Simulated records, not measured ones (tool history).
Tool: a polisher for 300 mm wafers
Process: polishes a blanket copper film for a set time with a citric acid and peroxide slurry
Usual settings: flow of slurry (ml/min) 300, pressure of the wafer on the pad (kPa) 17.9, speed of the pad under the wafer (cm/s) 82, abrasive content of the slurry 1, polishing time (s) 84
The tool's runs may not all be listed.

| run | day | flow of slurry (ml/min) | pressure of the wafer on the pad (kPa) | speed of the pad under the wafer (cm/s) | abrasive content of the slurry | polishing time (s) | incoming thickness of the incoming film, nm | film removed (nm) |
|---|---|---|---|---|---|---|---|---|
| 1 | 0 | 300 | 17.9 | 82 | 1 | 61 | 1181.4 | 86.1 |
| 2 | 0.683 | 300 | 17.9 | 82 | 1 | 61 | 1213.5 | 83 |
| 3 | 1.4 | 300 | 17.9 | 82 | 1 | 61 | 1193 | 83.1 |
|  | 1.758 | slurry nozzle cleaned |
| 4 | 2.258 | 300 | 17.9 | 82 | 1 | 84 | 1214.5 | 114.8 |
| 5 | 2.767 | 300 | 17.9 | 82 | 1 | 84 | 1190.3 | 115 |
| 6 | 3.429 | 300 | 17.9 | 82 | 1 | 84 | 1210.2 | 117 |
|  | 3.783 | worn pad replaced by a new one |
| 7 | 4.492 | 375 | 17.9 | 82 | 1 | 84 | 1214.5 | 117 |
| 8 | 5.475 | 300 | 17.9 | 82 | 1 | 84 | 1197.7 | 113.6 |
| 9 | 6.388 | 300 | 17.9 | 82 | 1 | 84 | 1194.6 | 114.2 |
| 10 | 7.529 | 300 | 19.3 | 82 | 1.05 | 84 | 1198.8 | 123.2 |
| 11 | 8.767 | 300 | 19.3 | 82 | 1.05 | 84 | 1183.4 | 123.4 |
|  | 9.662 | worn pad replaced by a new one |
| 12 | 10.142 | 300 | 17.9 | 82 | 1 | 84 | 1207.1 | 111.3 |
|  | 10.667 | slurry blender recalibrated |
| 13 | 11.429 | 300 | 17.9 | 82 | 1 | 84 | 1217.3 | 105 |
|  | 12.621 | head pressure recalibrated |
| 14 | 14.875 | 300 | 20 | 82 | 0.95 | 84 | 1180.9 | 114.1 |
|  | 15.333 | slurry blender recalibrated, repeated, since the last time left the tool worse |
|  | 16.471 | worn pad replaced by a new one |
| 15 | 16.492 | 355 | 13.1 | 82 | 1 | 84 | 1198.6 | 88.6 |
| 16 | 17.546 | 300 | 21.4 | 82 | 1 | 84 | 1197.3 | 136.8 |
| 17 | 18.458 | 270 | 17.9 | 90 | 1 | 84 | 1199.7 | 126.5 |
| 18 | 19.154 | 300 | 24.1 | 96 | 0.85 | 111 | 1204.2 | 232.6 |
| 19 | 20.512 | 300 | 17.9 | 82 | 1 | 84 | 1176.5 | 113 |
|  | 21.2 | slurry nozzle cleaned |
| 20 | 21.804 | 300 | 17.9 | 82 | 1 | 61 | 1194.2 | 83.1 |
| 21 | 22.742 | 300 | 17.9 | 82 | 1 | 84 | 1192.2 | 112.7 |
|  | 23.075 | worn pad replaced by a new one |
| 22 | 24.221 | 340 | 12.4 | 56 | 1 | 62 | 1202.7 | 41.5 |
| 23 | 24.912 | 300 | 16.5 | 82 | 1 | 84 | 1205.8 | 104.5 |
|  | 26.021 | slurry blender recalibrated |
| 24 | 26.042 | 260 | 15.2 | 82 | 0.9 | 105 | 1192.2 | 119.3 |
| 25 | 27.4 | 215 | 17.9 | 72 | 0.8 | 84 | 1202.4 | 96.3 |
| 26 | 28.104 | 205 | 13.1 | 108 | 1.2 | 84 | 1204.4 | 113.8 |
|  | 29.179 | worn pad replaced by a new one |
| 27 | 29.6 | 375 | 22.1 | 82 | 1.15 | 107 | 1202.2 | 185.9 |
|  | 30.054 | head pressure recalibrated |
| 28 | 30.742 | 300 | 17.9 | 82 | 1 | 84 | 1219.5 | 114.7 |

Forecast each of these 5 alternatives for the next run:
| A | 30.758 | 300 | 17.9 | 82 | 0.7 | 84 | 1208.6 | ? |
| B | 30.758 | 365 | 17.9 | 82 | 0.75 | 67 | 1208.6 | ? |
| C | 30.758 | 380 | 17.9 | 82 | 1 | 76 | 1208.6 | ? |
| D | 30.758 | 300 | 15.2 | 82 | 1 | 84 | 1208.6 | ? |
| E | 30.758 | 300 | 20.7 | 82 | 1 | 84 | 1208.6 | ? |

| run | film removed (nm) |
|---|---|
| A | 106.7 |
| B | 87.8 |
| C | 106.1 |
| D | 97.8 |
| E | 131.9 |
Without the tool's hidden state the same runs would have given:
| run | film removed (nm) |
|---|---|
| A | 108.5 |
| B | 89.3 |
| C | 107.9 |
| D | 99.5 |
| E | 134.2 |
